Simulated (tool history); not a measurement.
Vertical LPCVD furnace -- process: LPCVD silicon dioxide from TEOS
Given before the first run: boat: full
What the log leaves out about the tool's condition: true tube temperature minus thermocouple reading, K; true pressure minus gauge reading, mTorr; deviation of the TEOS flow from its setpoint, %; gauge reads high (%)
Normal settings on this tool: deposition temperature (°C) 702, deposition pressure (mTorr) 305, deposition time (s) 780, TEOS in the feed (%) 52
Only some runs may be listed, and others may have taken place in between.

run	hour	deposition temperature (°C)	deposition pressure (mTorr)	deposition time (s)	TEOS in the feed (%)	wafers since the last listed run	hours since the last temperature calibration	hours since the pressure gauge was zeroed	hours since the TEOS flow controller was replaced	hours since the gauge calibration	read-back reference wafer on the same gauge, thickness	film thickness on the monitor wafer in the middle of the boat (angstrom)
1	0.0	702	305	780	52	0	2703.5	3924.0	4540.4	180.7	102.88	1032.9
2	21.8	702	305	780	52	444	2725.3	3945.8	4562.2	202.5	102.81	1022.0
3	54.7	702	305	780	52	671	2758.2	3978.7	4595.1	235.4	102.90	1028.6
4	89.0	702	305	840	52	700	2792.5	4013.0	4629.4	269.7	102.77	1106.5
# hour 153.6: pressure gauge zeroed
# hour 155.1: thermocouples replaced and temperature profile calibrated
5	157.1	702	305	840	52	870	2.0	3.5	4697.5	337.8	102.81	1021.5
6	184.9	702	305	840	52	567	29.8	31.3	4725.3	365.6	102.90	1021.6
7	208.5	702	280	870	52	481	53.4	54.9	4748.9	389.2	102.77	1013.0
8	223.1	702	305	780	52	297	68.0	69.5	4763.5	403.8	102.73	950.9
# hour 235.4: gauge calibrated
# hour 256.2: TEOS flow controller replaced
9	256.7	702	305	960	52	195	101.6	103.1	0.5	21.3	102.81	1180.2
10	270.6	693	325	900	52	283	115.5	117.0	14.4	35.2	102.83	923.0
11	301.9	702	260	930	52	638	146.8	148.3	45.7	66.5	102.85	1058.8
12	330.8	702	305	780	60	589	175.7	177.2	74.6	95.4	102.74	1031.6
13	358.1	698	280	960	57	557	203.0	204.5	101.9	122.7	102.76	1081.8
14	391.5	702	305	780	52	681	236.4	237.9	135.3	156.1	102.83	965.7
15	425.0	714	305	780	61	683	269.9	271.4	168.8	189.6	102.77	1377.4

Measured minus without-hidden-state, run by run (identical run-to-run variation in each term; gauge scatter may differ):
run	film thickness on the monitor wafer in the middle of the boat (angstrom)
1	+94.2
2	+93.3
3	+94.1
4	+101.5
5	+13.2
6	+16.0
7	+18.0
8	+18.2
9	+26.1
10	+21.9
11	+27.5
12	+29.3
13	+33.3
14	+31.9
15	+47.7
